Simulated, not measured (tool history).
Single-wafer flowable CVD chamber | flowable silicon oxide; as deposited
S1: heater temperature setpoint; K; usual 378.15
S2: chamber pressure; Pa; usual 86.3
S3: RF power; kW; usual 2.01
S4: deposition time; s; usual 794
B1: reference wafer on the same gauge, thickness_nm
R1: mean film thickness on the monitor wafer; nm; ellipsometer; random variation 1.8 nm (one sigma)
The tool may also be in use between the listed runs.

Run 1, hour 0: usual settings but S4 706 s; B1 292.171. Result: R1 267.278 nm.
Run 2, hour 28.9: usual settings but S4 706 s; B1 291.69. Result: R1 268.032 nm.
Run 3, hour 128.4: usual settings but S4 706 s; B1 291.812. Result: R1 267.003 nm.
Run 4, hour 166.8: usual settings but S2 71.2 Pa; B1 292.278. Result: R1 247.044 nm.
Run 5, hour 193.8: usual settings; B1 291.794. Result: R1 297.748 nm.
Run 6, hour 240: usual settings but S1 372.15 K; B1 291.958. Result: R1 358.33 nm.
Run 7, hour 273.1: usual settings but S1 372.15 K; B1 292.346. Result: R1 353.449 nm.
Run 8, hour 344: usual settings; B1 291.958. Result: R1 295.904 nm.
Run 9, hour 384.1: usual settings; B1 292.597. Result: R1 295.067 nm.
Run 10, hour 408.5: usual settings; B1 292.448. Result: R1 297.461 nm.
Run 11, hour 452.9: usual settings but S1 369.15 K; B1 291.65. Result: R1 386.934 nm.
Run 12, hour 497.1: usual settings but S1 369.15 K; B1 291.86. Result: R1 385.324 nm.
Run 13, hour 556.2: usual settings but S1 369.15 K; B1 291.419. Result: R1 379.951 nm.
Run 14, hour 609.5: usual settings but S1 364.15 K; B1 292.237. Result: R1 447.593 nm.
Run 15, hour 665.6: usual settings; B1 292.594. Result: R1 292.216 nm.
At hour 690.3: thermocouple changed; heater temperature recalibrated.
Run 16, hour 690.8: usual settings but S1 384.15 K, S2 69.6 Pa, S4 879 s; B1 291.45. Result: R1 218.007 nm.
At hour 733.1: RF generator calibrated.
Run 17, hour 743: usual settings but S4 868 s; B1 292.139. Result: R1 321.608 nm.
Run 18, hour 930: usual settings but S1 390.15 K, S2 105.6 Pa, S3 2.235 kW, S4 745 s; B1 292.171. Result: R1 248.3 nm.
Run 19, hour 970.6: usual settings but S2 100.8 Pa, S4 890 s; B1 291.866. Result: R1 385.648 nm.
At hour 1004: gauge calibrated.
Run 20, hour 1026.3: usual settings but S1 368.15 K, S2 107.6 Pa, S3 1.885 kW, S4 747 s; B1 292.008. Result: R1 455.702 nm.
Run 21, hour 1092.4: usual settings but S2 103.7 Pa; B1 292.396. Result: R1 348.813 nm.
Run 22, hour 1146.1: usual settings but S1 365.15 K, S2 80.3 Pa, S3 2.35 kW; B1 291.873. Result: R1 409.021 nm.

The next listed run, before its measurement:
At hour 1157.5: showerhead replaced.
Run 23, hour 1176.7: usual settings but S2 101.3 Pa, S3 2.27 kW, S4 750 s; B1 ?. Result: R1 ?.

{"run 23": {"B1": 292.02, "R1": 334.009}}
Without the tool's hidden state the same run would have given R1 348.347 nm.

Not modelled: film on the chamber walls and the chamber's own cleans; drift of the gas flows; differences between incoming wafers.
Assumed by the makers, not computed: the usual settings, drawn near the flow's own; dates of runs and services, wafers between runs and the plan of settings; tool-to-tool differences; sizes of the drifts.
